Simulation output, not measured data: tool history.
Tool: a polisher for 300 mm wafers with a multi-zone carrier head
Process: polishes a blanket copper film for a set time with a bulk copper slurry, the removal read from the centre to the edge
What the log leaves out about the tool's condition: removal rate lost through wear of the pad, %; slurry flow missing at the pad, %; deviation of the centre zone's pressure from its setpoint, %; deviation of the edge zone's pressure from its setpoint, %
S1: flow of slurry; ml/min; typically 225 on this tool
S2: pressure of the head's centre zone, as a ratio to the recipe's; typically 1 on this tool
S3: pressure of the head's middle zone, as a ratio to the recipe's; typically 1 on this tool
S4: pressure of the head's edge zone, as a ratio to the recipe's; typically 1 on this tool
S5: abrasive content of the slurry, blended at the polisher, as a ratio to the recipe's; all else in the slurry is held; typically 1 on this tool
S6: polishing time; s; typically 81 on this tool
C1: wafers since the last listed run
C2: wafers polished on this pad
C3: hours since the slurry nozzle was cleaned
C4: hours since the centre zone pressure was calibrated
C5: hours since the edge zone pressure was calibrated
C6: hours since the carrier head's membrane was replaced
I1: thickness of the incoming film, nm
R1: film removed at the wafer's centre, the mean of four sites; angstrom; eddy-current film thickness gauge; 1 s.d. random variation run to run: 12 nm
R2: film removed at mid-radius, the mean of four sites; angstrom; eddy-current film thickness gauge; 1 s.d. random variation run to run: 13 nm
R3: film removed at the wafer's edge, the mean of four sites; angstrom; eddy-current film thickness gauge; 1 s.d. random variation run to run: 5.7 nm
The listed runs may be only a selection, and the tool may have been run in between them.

run	hour	S1	S2	S3	S4	S5	S6	C1	C2	C3	C4	C5	C6	I1	R1	R2	R3
1	0	225	1	1	1	1	81	0	415	10.6	1017.3	1505.8	1165.3	2620.7	8731	8762	8834
2	21	225	1	1	1	1	62	232	647	31.6	1038.3	1526.8	1186.3	2590.2	6832	6885	6797
3	55	225	1	1	1	1	62	376	1024	65.6	1072.3	1560.8	1220.3	2586.1	6752	6868	6793
# hour 77.9: worn pad replaced by a new one
4	78.4	225	1	1	1	1	62	214	5	89	1095.7	1584.2	1243.7	2628.6	6777	6859	6784
# hour 100: edge zone pressure recalibrated
5	101.6	225	1	1	0.94	1.15	81	234	239	112.2	1118.9	1.6	1266.9	2592.7	9150	9093	9065
# hour 108.7: carrier head's membrane replaced by a new one
6	122.4	225	1	1	1	1	100	174	414	133	1139.7	22.4	13.7	2580.8	10944	10832	10891
# hour 137: centre zone pressure recalibrated
7	152.9	225	1	1	1	1	100	315	730	163.5	15.9	52.9	44.2	2543.3	11326	10875	10885
# hour 183.3: worn pad replaced by a new one
8	183.8	225	1	1	1	1	81	297	5	194.4	46.8	83.8	75.1	2597.2	8817	8697	8902
9	209.3	160	0.95	1	1	1.25	93	282	287	219.9	72.3	109.3	100.6	2551.2	9870	10402	10512
10	228.2	160	1	1	1	1	81	209	496	238.8	91.2	128.2	119.5	2568.3	8394	8647	8568
# hour 234.6: slurry nozzle cleaned
11	244.1	225	0.95	1	1.11	1	81	164	661	9.5	107.1	144.1	135.4	2557.8	8474	8846	9184
12	277.1	225	0.96	1	1	1	81	365	1027	42.5	140.1	177.1	168.4	2633.4	8471	8853	8878
# hour 303.9: worn pad replaced by a new one
13	304.4	225	0.93	1	0.92	1	81	257	5	69.8	167.4	204.4	195.7	2552.4	8180	8641	8577
14	315.6	225	1	1	1	1	81	124	129	81	178.6	215.6	206.9	2595.6	8796	8970	8888

Consider 3 possible next runs. They are alternatives, not a sequence: every one starts from the tool as it was left by run 14. What does each give?
A	316	225	1	1.11	1	1	81	4	133	81.4	179	216	207.3	2609.3	?	?	?
B	316	225	1	1.06	1.11	1	81	4	133	81.4	179	216	207.3	2609.3	?	?	?
C	316	225	0.94	1	0.9	1	91	4	133	81.4	179	216	207.3	2609.3	?	?	?

run	R1	R2	R3
A	8593	9744	8799
B	8590	9367	9170
C	9063	10021	9526
With no hidden state in the tool, these same runs would have given:
run	R1	R2	R3
A	8593	9744	8799
B	8590	9367	9170
C	9063	10021	9526
